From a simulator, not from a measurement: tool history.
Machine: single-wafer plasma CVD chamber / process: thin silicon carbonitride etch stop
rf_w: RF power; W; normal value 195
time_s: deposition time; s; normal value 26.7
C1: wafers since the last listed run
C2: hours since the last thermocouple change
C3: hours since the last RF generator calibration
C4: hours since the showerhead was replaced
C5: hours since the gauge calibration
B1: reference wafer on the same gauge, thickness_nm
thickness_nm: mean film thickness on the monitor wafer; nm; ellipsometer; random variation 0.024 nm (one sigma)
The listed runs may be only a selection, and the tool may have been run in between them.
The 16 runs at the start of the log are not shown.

{"run": 17, "hour": 1626.7, "rf_w": 195, "time_s": 26.7, "C1": 2962, "C2": 169.4, "C3": 311.0, "C4": 508.3, "C5": 1900.8, "B1": 18.401, "thickness_nm": 15.781}
{"run": 18, "hour": 1712.5, "rf_w": 195, "time_s": 26.7, "C1": 3267, "C2": 255.2, "C3": 396.8, "C4": 594.1, "C5": 1986.6, "B1": 18.401, "thickness_nm": 15.773}
{"run": 19, "hour": 1764.7, "rf_w": 195, "time_s": 24.3, "C1": 1987, "C2": 307.4, "C3": 449.0, "C4": 646.3, "C5": 2038.8, "B1": 18.397, "thickness_nm": 14.381}
{"run": 20, "hour": 1810.9, "rf_w": 195, "time_s": 26.7, "C1": 1759, "C2": 353.6, "C3": 495.2, "C4": 692.5, "C5": 2085.0, "B1": 18.398, "thickness_nm": 15.788}
{"run": 21, "hour": 1863.8, "rf_w": 195, "time_s": 26.7, "C1": 2014, "C2": 406.5, "C3": 548.1, "C4": 745.4, "C5": 2137.9, "B1": 18.399, "thickness_nm": 15.806}
{"run": 22, "hour": 1911.6, "rf_w": 195, "time_s": 30.9, "C1": 1820, "C2": 454.3, "C3": 595.9, "C4": 793.2, "C5": 2185.7, "B1": 18.406, "thickness_nm": 18.24}
{"run": 23, "hour": 1978.2, "rf_w": 195, "time_s": 26.7, "C1": 2536, "C2": 520.9, "C3": 662.5, "C4": 859.8, "C5": 2252.3, "B1": 18.4, "thickness_nm": 15.743}
{"run": 24, "hour": 2246.5, "rf_w": 225, "time_s": 22.7, "C1": 10216, "C2": 789.2, "C3": 930.8, "C4": 1128.1, "C5": 2520.6, "B1": 18.399, "thickness_nm": 14.156}
{"run": 25, "hour": 2309.0, "rf_w": 195, "time_s": 26.7, "C1": 2379, "C2": 851.7, "C3": 993.3, "C4": 1190.6, "C5": 2583.1, "B1": 18.395, "thickness_nm": 15.756}
{"run": 26, "hour": 2352.7, "rf_w": 195, "time_s": 26.7, "C1": 1664, "C2": 895.4, "C3": 1037.0, "C4": 1234.3, "C5": 2626.8, "B1": 18.399, "thickness_nm": 15.723}
{"hour": 2412.9, "done": "gauge calibrated"}
{"run": 27, "hour": 2417.1, "rf_w": 225, "time_s": 26.7, "C1": 2452, "C2": 959.8, "C3": 1101.4, "C4": 1298.7, "C5": 4.2, "B1": 18.396, "thickness_nm": 16.578}
{"run": 28, "hour": 2501.1, "rf_w": 220, "time_s": 31.6, "C1": 3198, "C2": 1043.8, "C3": 1185.4, "C4": 1382.7, "C5": 88.2, "B1": 18.401, "thickness_nm": 19.451}
{"run": 29, "hour": 2586.8, "rf_w": 220, "time_s": 24.2, "C1": 3263, "C2": 1129.5, "C3": 1271.1, "C4": 1468.4, "C5": 173.9, "B1": 18.397, "thickness_nm": 14.953}

What does the tool deliver on the next run?
{"run": 30, "hour": 2694.2, "rf_w": 195, "time_s": 31.5, "C1": 4089, "C2": 1236.9, "C3": 1378.5, "C4": 1575.8, "C5": 281.3, "B1": "?", "thickness_nm": "?"}

For run 30 the tool returned B1 18.405, thickness_nm 18.499 nm.
On a tool with no hidden condition, and with the same random variation, this run would have come out at thickness_nm 18.592 nm.
